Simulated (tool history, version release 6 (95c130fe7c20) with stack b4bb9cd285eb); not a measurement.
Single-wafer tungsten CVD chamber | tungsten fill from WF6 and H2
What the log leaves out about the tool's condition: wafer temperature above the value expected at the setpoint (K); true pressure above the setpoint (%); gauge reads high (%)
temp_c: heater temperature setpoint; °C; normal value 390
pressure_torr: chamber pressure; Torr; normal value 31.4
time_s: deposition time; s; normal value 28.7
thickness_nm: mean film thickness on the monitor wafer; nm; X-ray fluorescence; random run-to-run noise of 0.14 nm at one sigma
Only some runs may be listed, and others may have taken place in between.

run,hour,temp_c,pressure_torr,time_s,wafers since the last listed run,hours since the last thermocouple change,hours since the last manometer calibration,hours since the showerhead was replaced,hours since the gauge calibration,"read-back reference wafer on the same gauge, thickness_nm",thickness_nm
1,0,390,34.7,28.7,0,2040.5,1188.4,5780.9,144.3,55.23,69.055
2,290.1,390,31.4,25.6,7130,2330.6,1478.5,6071,434.4,55.146,58.249
3,352.2,402,31.4,28.7,1526,2392.7,1540.6,6133.1,496.5,55.17,84.474
4,412,402,31.4,28.7,1469,2452.5,1600.4,6192.9,556.3,55.258,84.299
5,498.4,402,31.4,28.7,2123,2538.9,1686.8,6279.3,642.7,55.25,83.924
6,565.8,390,31.4,28.7,1656,2606.3,1754.2,6346.7,710.1,55.21,65.053
# hour 577.7: capacitance manometer re-zeroed and calibrated
7,609,390,31.4,28.7,865,2649.5,31.3,6389.9,753.3,55.242,64.991
# hour 642.8: thermocouple changed; heater temperature recalibrated
8,667.5,390,31.4,28.7,1241,24.7,89.8,6448.4,811.8,55.205,63.49
# hour 698.5: showerhead replaced
9,766.6,404,31.4,28.7,2239,123.8,188.9,68.1,910.9,55.173,85.142
# hour 833.3: gauge calibrated
10,867.9,396,25.3,32.5,2489,225.1,290.2,169.4,34.6,55.223,72.735
# hour 933.2: thermocouple changed; heater temperature recalibrated, repeated, since the last time left the tool worse
11,933.8,390,27.8,25.9,1423,0.6,356.1,235.3,100.5,55.222,56.855
12,983,395,24.6,26.8,1209,49.8,405.3,284.5,149.7,55.212,60.961
13,1055.9,390,31.4,28.7,1791,122.7,478.2,357.4,222.6,55.213,66.981
14,1137.6,390,36.6,23.7,2008,204.4,559.9,439.1,304.3,55.12,60.244
15,1193.4,390,33.4,28.7,1371,260.2,615.7,494.9,360.1,55.249,69.528
16,1290.4,375,25.4,28.7,2384,357.2,712.7,591.9,457.1,55.174,42.22

Alternative continuations, all from the tool just after run 16; predict every row:
A,1290.8,390,31.4,28.7,9,357.6,713.1,592.3,457.5,?,?
B,1290.8,390,31.4,23.9,9,357.6,713.1,592.3,457.5,?,?
C,1290.8,405,37,28.7,9,357.6,713.1,592.3,457.5,?,?

run,"read-back reference wafer on the same gauge, thickness_nm",thickness_nm
A,55.192,67.045
B,55.192,55.789
C,55.192,100.133
What these runs would have given with no unlogged condition in the tool:
run,thickness_nm
A,67.303
B,56.004
C,100.478
